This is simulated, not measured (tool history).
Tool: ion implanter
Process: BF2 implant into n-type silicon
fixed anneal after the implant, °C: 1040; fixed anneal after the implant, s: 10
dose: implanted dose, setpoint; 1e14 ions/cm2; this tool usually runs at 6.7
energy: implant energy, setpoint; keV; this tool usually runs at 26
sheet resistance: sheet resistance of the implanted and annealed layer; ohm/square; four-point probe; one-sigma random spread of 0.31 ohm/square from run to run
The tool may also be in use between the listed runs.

run   hour  dose  energy  wafers since the last listed run  hours since the last dose calibration  hours since the extraction supply was calibrated  hours since the gauge calibration  read-back reference wafer on the same gauge, sheet resistance  sheet resistance
  1      0   6.7      22                                 0                                 1236.5                                            3505.7                               90.9                                                         186.01            220.06
  2   15.4   6.7      22                               321                                 1251.9                                            3521.1                              106.3                                                            186            220.02
  3   27.9   6.7      22                               261                                 1264.4                                            3533.6                              118.8                                                         186.04            219.49
  4   40.1   6.7      26                               255                                 1276.6                                            3545.8                                131                                                         186.05            212.02
  5   55.2   6.7      26                               315                                 1291.7                                            3560.9                              146.1                                                         186.03            212.39
  6   69.4   6.7      26                               296                                 1305.9                                            3575.1                              160.3                                                         185.91            212.84
  7   92.8   6.7      26                               489                                 1329.3                                            3598.5                              183.7                                                         185.98            213.36
  8  104.9   6.7      26                               252                                 1341.4                                            3610.6                              195.8                                                         186.07            212.41
     118.1  -- Faraday cup replaced and dose calibrated
  9  118.6   6.7      26                               119                                    0.5                                            3624.3                              209.5                                                         186.04             205.6
     134.8  -- extraction supply calibrated
 10  168.6   6.7      26                               878                                   50.5                                              33.8                              259.5                                                            186            205.24
 11    182   6.7      26                               280                                   63.9                                              47.2                              272.9                                                         185.96            204.95
 12  188.7   6.7    31.5                               140                                   70.6                                              53.9                              279.6                                                         185.97            197.37
     191.5  -- gauge calibrated
 13  197.1  5.46      30                               175                                     79                                              62.3                                5.6                                                         186.03             234.4
 14  210.1  5.72    17.5                               271                                     92                                              75.3                               18.6                                                         186.01            248.52
 15  219.5   6.7    22.5                               196                                  101.4                                              84.7                                 28                                                         186.01            211.35
 16  226.1   6.7      26                               137                                    108                                              91.3                               34.6                                                         186.05            205.18
 17  232.7   6.7      26                               137                                  114.6                                              97.9                               41.2                                                         185.97            204.14
 18  241.6  8.23      21                               186                                  123.5                                             106.8                               50.1                                                         185.96            189.95
 19  247.7  8.45      19                               127                                  129.6                                             112.9                               56.2                                                         186.01             192.8
 20  261.8  8.36    18.5                               294                                  143.7                                               127                               70.3                                                         186.03            195.66

Expected results for the next run?
 21  274.3   6.7      22                               261                                  156.2                                             139.5                               82.8                                                              ?                 ?

{"run 21": {"read-back reference wafer on the same gauge, sheet resistance": 186.03, "sheet resistance": 212.89}}
If the tool had no hidden condition, the same run with the same run-to-run variation would have returned sheet resistance 213.79 ohm/square.
